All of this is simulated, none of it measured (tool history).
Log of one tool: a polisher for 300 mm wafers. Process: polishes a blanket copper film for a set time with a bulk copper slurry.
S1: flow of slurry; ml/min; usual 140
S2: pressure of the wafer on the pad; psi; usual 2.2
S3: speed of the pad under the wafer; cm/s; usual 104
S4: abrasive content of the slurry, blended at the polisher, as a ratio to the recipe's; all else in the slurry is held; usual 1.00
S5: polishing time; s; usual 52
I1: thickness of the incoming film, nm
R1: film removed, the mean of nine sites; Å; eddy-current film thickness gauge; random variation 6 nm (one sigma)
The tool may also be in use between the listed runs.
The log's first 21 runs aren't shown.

run	hour	S1	S2	S3	S4	S5	I1	R1
# hour 1014.6: head pressure recalibrated
22	1038.1	140	1.6	104	1.00	62	1947.8	3562
23	1072.3	140	2.2	104	1.00	52	1949.0	3866
# hour 1094.5: slurry nozzle cleaned
24	1101.5	140	1.6	80	1.00	65	1993.5	3091
# hour 1126.0: slurry blender recalibrated
25	1156.9	140	2.2	104	1.00	52	1940.5	4221
26	1218.0	140	2.2	104	1.00	52	1970.7	4118
27	1248.0	155	2.7	126	1.00	52	1986.2	5968
28	1290.6	115	2.2	114	1.00	40	1970.0	3263
# hour 1300.4: worn pad replaced by a new one
29	1339.7	140	2.2	104	1.00	52	1989.5	4028
# hour 1379.8: slurry blender recalibrated
30	1388.9	155	2.2	104	1.00	62	1984.2	4798
31	1460.3	140	2.2	92	1.00	52	2008.4	3536

3 ways to go on from here, each from the tool as it stands after run 31. What would each give?
A	1460.7	140	2.2	104	1.00	52	1978.5	?
B	1460.7	140	2.6	74	1.00	52	1978.5	?
C	1460.7	140	2.2	88	1.00	52	1978.5	?

run	R1
A	3860
B	3133
C	3266
Without the tool's hidden state the same runs would have given:
run	R1
A	4195
B	3405
C	3550
